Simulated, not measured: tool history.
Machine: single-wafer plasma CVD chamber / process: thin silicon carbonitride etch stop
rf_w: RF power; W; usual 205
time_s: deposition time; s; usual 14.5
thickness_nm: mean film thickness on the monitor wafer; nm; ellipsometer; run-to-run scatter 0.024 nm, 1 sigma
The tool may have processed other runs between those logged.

run,day,rf_w,time_s,"read-back reference wafer on the same gauge, thickness_nm",thickness_nm
1,0,205,14.5,7.869,7.497
2,4.417,205,14.5,7.867,7.554
3,8.367,205,14.5,7.883,7.521
4,10.429,205,14.5,7.872,7.497
5,14.117,205,14.5,7.876,7.499
6,17.404,175,14.5,7.876,7.101
# day 19.154: showerhead replaced, of another model than before
7,20.904,205,14.5,7.885,7.553
8,25.146,205,14.5,7.86,7.577
# day 26.646: RF generator calibrated
# day 26.812: gauge calibrated
9,28.462,205,14.5,7.865,7.755
10,31.983,205,15.8,7.869,8.377
11,34.171,205,12.5,7.869,6.66
12,35.883,205,12.5,7.88,6.637
13,37.496,175,14.5,7.881,7.352
14,39.796,195,14.5,7.873,7.555
15,41.383,190,11.8,7.875,6.102
16,43.629,230,14.5,7.863,7.88
# day 45.058: thermocouple changed; heater temperature recalibrated
17,47.583,180,14.5,7.869,7.394
18,49.804,205,14.5,7.872,7.602
19,52.45,205,14.5,7.869,7.623
20,54.258,205,12.2,7.877,6.38
21,56.612,205,14.5,7.876,7.574
22,58.371,205,12.7,7.88,6.666
23,62.175,205,14.5,7.867,7.582
24,66.129,205,14.5,7.87,7.582
25,69.633,220,15.4,7.874,8.21
26,74.083,195,17,7.861,8.765
27,77.267,205,14.5,7.874,7.547
28,79.917,165,15.9,7.87,7.886
29,82.996,225,12.4,7.864,6.63
30,84.729,185,17.2,7.868,8.769
31,88.958,180,14.5,7.874,7.334
32,91.392,205,14.5,7.875,7.552
33,93.262,235,16,7.871,8.603
34,97.033,220,16.2,7.885,8.613

Hidden state, per run?
wafer temperature above the value expected at the setpoint (K): 0 across all the runs
gauge reads high (%): 0 across all the runs
H1: delivered RF power above the setpoint (%)
run,H1
1,-8.08
2,-8.2
3,-8.3
4,-8.34
5,-8.41
6,-8.47
7,-8.52
8,-8.57
9,-1.63
10,-2.63
11,-3.19
12,-3.59
13,-3.95
14,-4.42
15,-4.72
16,-5.12
17,-5.74
18,-6.05
19,-6.38
20,-6.59
21,-6.84
22,-7.02
23,-7.35
24,-7.65
25,-7.89
26,-8.14
27,-8.29
28,-8.41
29,-8.53
30,-8.59
31,-8.73
32,-8.79
33,-8.84
34,-8.93

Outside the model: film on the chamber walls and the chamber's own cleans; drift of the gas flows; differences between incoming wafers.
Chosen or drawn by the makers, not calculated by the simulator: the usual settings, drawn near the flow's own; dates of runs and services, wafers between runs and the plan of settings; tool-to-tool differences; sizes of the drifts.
